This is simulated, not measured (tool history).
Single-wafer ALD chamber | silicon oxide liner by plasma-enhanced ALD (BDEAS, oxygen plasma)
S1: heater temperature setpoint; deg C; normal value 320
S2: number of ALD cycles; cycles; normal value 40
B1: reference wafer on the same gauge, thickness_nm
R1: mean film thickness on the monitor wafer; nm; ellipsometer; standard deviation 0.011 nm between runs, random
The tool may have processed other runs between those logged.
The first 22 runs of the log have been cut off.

{"run": 23, "hour": 1053.7, "S1": 330, "S2": 44, "B1": 2.849, "R1": 3.622}
{"hour": 1076.5, "done": "gauge calibrated"}
{"run": 24, "hour": 1095.9, "S1": 311, "S2": 42, "B1": 2.936, "R1": 3.666}
{"run": 25, "hour": 1121.5, "S1": 310, "S2": 37, "B1": 2.931, "R1": 3.224}
{"run": 26, "hour": 1152.8, "S1": 330, "S2": 40, "B1": 2.93, "R1": 3.374}
{"run": 27, "hour": 1194.0, "S1": 310, "S2": 46, "B1": 2.927, "R1": 4.008}
{"run": 28, "hour": 1331.6, "S1": 309, "S2": 34, "B1": 2.919, "R1": 2.954}
{"run": 29, "hour": 1402.7, "S1": 320, "S2": 40, "B1": 2.915, "R1": 3.398}
{"run": 30, "hour": 1428.2, "S1": 320, "S2": 40, "B1": 2.911, "R1": 3.382}
{"run": 31, "hour": 1487.9, "S1": 313, "S2": 40, "B1": 2.913, "R1": 3.431}
{"hour": 1535.6, "done": "thermocouple changed; heater temperature recalibrated"}
{"run": 32, "hour": 1542.1, "S1": 310, "S2": 42, "B1": 2.91, "R1": 3.605}
{"run": 33, "hour": 1572.1, "S1": 314, "S2": 37, "B1": 2.902, "R1": 3.177}
{"run": 34, "hour": 1630.3, "S1": 320, "S2": 40, "B1": 2.903, "R1": 3.395}
{"run": 35, "hour": 1695.5, "S1": 320, "S2": 40, "B1": 2.899, "R1": 3.393}
{"run": 36, "hour": 1735.7, "S1": 320, "S2": 33, "B1": 2.893, "R1": 2.795}
{"run": 37, "hour": 1767.1, "S1": 327, "S2": 46, "B1": 2.894, "R1": 3.857}
{"run": 38, "hour": 1827.4, "S1": 325, "S2": 37, "B1": 2.896, "R1": 3.105}

Run 39 comes next. What will it give?
{"run": 39, "hour": 1858.1, "S1": 320, "S2": 40, "B1": "?", "R1": "?"}

Run 39 yielded B1 2.893, R1 3.385 nm.
Were there no unlogged condition in the tool, this run, its random variation unchanged, would have produced R1 3.429 nm.
